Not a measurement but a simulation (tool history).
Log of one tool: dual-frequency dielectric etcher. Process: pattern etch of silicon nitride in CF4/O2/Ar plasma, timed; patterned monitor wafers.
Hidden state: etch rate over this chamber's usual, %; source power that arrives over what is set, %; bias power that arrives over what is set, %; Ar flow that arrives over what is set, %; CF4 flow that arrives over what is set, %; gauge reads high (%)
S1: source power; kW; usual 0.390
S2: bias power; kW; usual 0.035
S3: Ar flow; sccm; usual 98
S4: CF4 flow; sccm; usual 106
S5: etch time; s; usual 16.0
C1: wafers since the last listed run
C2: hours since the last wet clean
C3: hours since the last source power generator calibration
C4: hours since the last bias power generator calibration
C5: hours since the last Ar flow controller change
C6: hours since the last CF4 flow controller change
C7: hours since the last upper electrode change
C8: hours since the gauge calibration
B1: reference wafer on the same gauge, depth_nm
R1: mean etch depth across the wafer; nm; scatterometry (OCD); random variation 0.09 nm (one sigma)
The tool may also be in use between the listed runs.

run 1 hour=0.0 | S1=0.390 S2=0.035 S3=98 S4=106 S5=16.0 | C1=0 C2=235.7 C3=3291.1 C4=3402.8 C5=2505.0 C6=2597.9 C7=2586.5 C8=195.5 | B1=27.13 | R1=22.94
run 2 hour=30.8 | S1=0.390 S2=0.035 S3=98 S4=106 S5=16.0 | C1=546 C2=266.5 C3=3321.9 C4=3433.6 C5=2535.8 C6=2628.7 C7=2617.3 C8=226.3 | B1=27.07 | R1=22.97
run 3 hour=61.6 | S1=0.390 S2=0.035 S3=98 S4=106 S5=16.0 | C1=546 C2=297.3 C3=3352.7 C4=3464.4 C5=2566.6 C6=2659.5 C7=2648.1 C8=257.1 | B1=27.07 | R1=22.85
run 4 hour=75.2 | S1=0.390 S2=0.035 S3=98 S4=106 S5=16.0 | C1=241 C2=310.9 C3=3366.3 C4=3478.0 C5=2580.2 C6=2673.1 C7=2661.7 C8=270.7 | B1=26.99 | R1=22.84
run 5 hour=88.7 | S1=0.390 S2=0.031 S3=98 S4=114 S5=16.0 | C1=239 C2=324.4 C3=3379.8 C4=3491.5 C5=2593.7 C6=2686.6 C7=2675.2 C8=284.2 | B1=27.00 | R1=22.07
-- hour=118.9 wet clean of the chamber
run 6 hour=119.4 | S1=0.390 S2=0.031 S3=98 S4=114 S5=16.0 | C1=118 C2=0.5 C3=3410.5 C4=3522.2 C5=2624.4 C6=2717.3 C7=2705.9 C8=314.9 | B1=26.98 | R1=22.13
run 7 hour=119.7 | S1=0.390 S2=0.031 S3=98 S4=114 S5=16.0 | C1=5 C2=0.8 C3=3410.8 C4=3522.5 C5=2624.7 C6=2717.6 C7=2706.2 C8=315.2 | B1=26.93 | R1=22.09
run 8 hour=134.2 | S1=0.390 S2=0.040 S3=98 S4=106 S5=16.0 | C1=257 C2=15.3 C3=3425.3 C4=3537.0 C5=2639.2 C6=2732.1 C7=2720.7 C8=329.7 | B1=26.86 | R1=23.76
-- hour=145.0 CF4 flow controller replaced
-- hour=165.0 Ar flow controller replaced
run 9 hour=168.9 | S1=0.390 S2=0.035 S3=98 S4=106 S5=16.0 | C1=402 C2=50.0 C3=3460.0 C4=3571.7 C5=3.9 C6=23.9 C7=2755.4 C8=364.4 | B1=26.79 | R1=22.56
-- hour=177.7 gauge calibrated
-- hour=187.6 source power generator calibrated
run 10 hour=197.1 | S1=0.310 S2=0.035 S3=98 S4=106 S5=16.0 | C1=429 C2=78.2 C3=9.5 C4=3599.9 C5=32.1 C6=52.1 C7=2783.6 C8=19.4 | B1=27.25 | R1=17.90
-- hour=221.5 upper electrode replaced
run 11 hour=222.0 | S1=0.390 S2=0.035 S3=98 S4=106 S5=16.0 | C1=15 C2=103.1 C3=34.4 C4=3624.8 C5=57.0 C6=77.0 C7=0.5 C8=44.3 | B1=27.29 | R1=23.10
run 12 hour=250.7 | S1=0.390 S2=0.032 S3=98 S4=106 S5=13.5 | C1=509 C2=131.8 C3=63.1 C4=3653.5 C5=85.7 C6=105.7 C7=29.2 C8=73.0 | B1=27.27 | R1=18.89
run 13 hour=275.3 | S1=0.390 S2=0.035 S3=107 S4=106 S5=16.0 | C1=436 C2=156.4 C3=87.7 C4=3678.1 C5=110.3 C6=130.3 C7=53.8 C8=97.6 | B1=27.24 | R1=22.86
run 14 hour=293.1 | S1=0.390 S2=0.035 S3=98 S4=106 S5=16.0 | C1=315 C2=174.2 C3=105.5 C4=3695.9 C5=128.1 C6=148.1 C7=71.6 C8=115.4 | B1=27.26 | R1=22.99
run 15 hour=318.5 | S1=0.390 S2=0.029 S3=98 S4=106 S5=20.0 | C1=450 C2=199.6 C3=130.9 C4=3721.3 C5=153.5 C6=173.5 C7=97.0 C8=140.8 | B1=27.22 | R1=27.20
run 16 hour=343.1 | S1=0.390 S2=0.035 S3=98 S4=106 S5=16.0 | C1=436 C2=224.2 C3=155.5 C4=3745.9 C5=178.1 C6=198.1 C7=121.6 C8=165.4 | B1=27.18 | R1=22.91
-- hour=397.5 bias power generator calibrated
run 17 hour=416.8 | S1=0.330 S2=0.026 S3=82 S4=124 S5=16.0 | C1=1236 C2=297.9 C3=229.2 C4=19.3 C5=251.8 C6=271.8 C7=195.3 C8=239.1 | B1=27.09 | R1=18.21
-- hour=456.4 wet clean of the chamber
run 18 hour=456.9 | S1=0.390 S2=0.035 S3=98 S4=106 S5=16.0 | C1=285 C2=0.5 C3=269.3 C4=59.4 C5=291.9 C6=311.9 C7=235.4 C8=279.2 | B1=27.09 | R1=22.74
run 19 hour=480.8 | S1=0.390 S2=0.027 S3=98 S4=106 S5=16.0 | C1=423 C2=24.4 C3=293.2 C4=83.3 C5=315.8 C6=335.8 C7=259.3 C8=303.1 | B1=26.96 | R1=21.08

Run 20 comes next. What will it give?
-- hour=496.4 gauge calibrated
run 20 hour=516.7 | S1=0.470 S2=0.041 S3=98 S4=98 S5=18.0 | C1=636 C2=60.3 C3=329.1 C4=119.2 C5=351.7 C6=371.7 C7=295.2 C8=20.3 | B1=? | R1=?

{"run 20": {"B1": 27.32, "R1": 32.78}}
Without the tool's hidden state the same run would have given R1 32.77 nm.
